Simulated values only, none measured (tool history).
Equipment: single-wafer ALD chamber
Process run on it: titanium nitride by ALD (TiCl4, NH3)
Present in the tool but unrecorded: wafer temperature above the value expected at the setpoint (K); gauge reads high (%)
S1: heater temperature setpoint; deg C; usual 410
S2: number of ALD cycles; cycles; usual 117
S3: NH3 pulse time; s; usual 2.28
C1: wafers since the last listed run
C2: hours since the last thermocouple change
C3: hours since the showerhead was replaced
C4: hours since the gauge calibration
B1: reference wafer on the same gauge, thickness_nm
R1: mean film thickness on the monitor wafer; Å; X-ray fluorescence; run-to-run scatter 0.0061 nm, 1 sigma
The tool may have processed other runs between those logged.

| run | hour | S1 | S2 | S3 | C1 | C2 | C3 | C4 | B1 | R1 |
|---|---|---|---|---|---|---|---|---|---|---|
| 1 | 0 | 410 | 117 | 2.95 | 0 | 310.7 | 2013.2 | 1275.9 | 2.456 | 24.46 |
| 2 | 85.3 | 410 | 117 | 2.95 | 247 | 396 | 2098.5 | 1361.2 | 2.452 | 24.3 |
| 3 | 149.2 | 410 | 117 | 2.95 | 185 | 459.9 | 2162.4 | 1425.1 | 2.451 | 24.32 |
| 4 | 222.7 | 410 | 117 | 2.28 | 213 | 533.4 | 2235.9 | 1498.6 | 2.445 | 24.26 |
| 5 | 273.4 | 410 | 117 | 2.28 | 147 | 584.1 | 2286.6 | 1549.3 | 2.447 | 24.27 |
| 6 | 331.8 | 410 | 117 | 2.28 | 169 | 642.5 | 2345 | 1607.7 | 2.444 | 24.2 |
| 7 | 430.2 | 410 | 117 | 2.28 | 285 | 740.9 | 2443.4 | 1706.1 | 2.438 | 24.29 |
| 8 | 491.2 | 410 | 117 | 2.28 | 177 | 801.9 | 2504.4 | 1767.1 | 2.444 | 24.24 |
| 9 | 552.3 | 410 | 117 | 2.28 | 177 | 863 | 2565.5 | 1828.2 | 2.439 | 24.09 |
|  | 624.4 | thermocouple changed; heater temperature recalibrated |
| 10 | 657.8 | 410 | 117 | 2.94 | 283 | 33.4 | 2671 | 1933.7 | 2.438 | 24.21 |
| 11 | 745.9 | 410 | 117 | 2.94 | 255 | 121.5 | 2759.1 | 2021.8 | 2.433 | 24.23 |
| 12 | 796.2 | 404 | 135 | 2.61 | 146 | 171.8 | 2809.4 | 2072.1 | 2.431 | 27.9 |
| 13 | 880 | 410 | 117 | 2.28 | 243 | 255.6 | 2893.2 | 2155.9 | 2.428 | 24 |
|  | 1006.5 | gauge calibrated |
|  | 1090.1 | showerhead replaced |
| 14 | 1157.4 | 419 | 117 | 2.63 | 782 | 533 | 67.3 | 150.9 | 2.472 | 24.53 |
| 15 | 1198.3 | 410 | 117 | 2.28 | 118 | 573.9 | 108.2 | 191.8 | 2.471 | 24.52 |
| 16 | 1284.5 | 410 | 117 | 2.28 | 250 | 660.1 | 194.4 | 278 | 2.469 | 24.44 |
| 17 | 1322.6 | 410 | 117 | 2.28 | 110 | 698.2 | 232.5 | 316.1 | 2.467 | 24.34 |
|  | 1458.4 | thermocouple changed; heater temperature recalibrated |
| 18 | 1466.2 | 404 | 131 | 2.28 | 393 | 7.8 | 376.1 | 459.7 | 2.462 | 27.18 |
| 19 | 1509 | 395 | 95 | 1.79 | 124 | 50.6 | 418.9 | 502.5 | 2.464 | 19.53 |
| 20 | 1601.7 | 400 | 99 | 1.94 | 269 | 143.3 | 511.6 | 595.2 | 2.463 | 20.51 |
| 21 | 1674.8 | 415 | 102 | 3.01 | 212 | 216.4 | 584.7 | 668.3 | 2.457 | 21.41 |
| 22 | 1768.2 | 420 | 105 | 1.42 | 271 | 309.8 | 678.1 | 761.7 | 2.455 | 21.64 |

Entry by entry between the runs, the difference in hidden state between the last listed run before and the first listed run after:
Run 9 -> run 10: thermocouple changed; heater temperature recalibrated (hour 624.4)
  gauge reads high (%): -1.67 -> -1.79
  the result without the hidden state subtracted from the measured one, R1: -0.41 -> -0.44 Å
Run 13 -> run 14: gauge calibrated (hour 1006.5); showerhead replaced (hour 1090.1)
  gauge reads high (%): -2.04 -> -0.322
  the result without the hidden state subtracted from the measured one, R1: -0.5 -> -0.08 Å
Run 17 -> run 18: thermocouple changed; heater temperature recalibrated (hour 1458.4)
  gauge reads high (%): -0.506 -> -0.666
  the result without the hidden state subtracted from the measured one, R1: -0.13 -> -0.18 Å
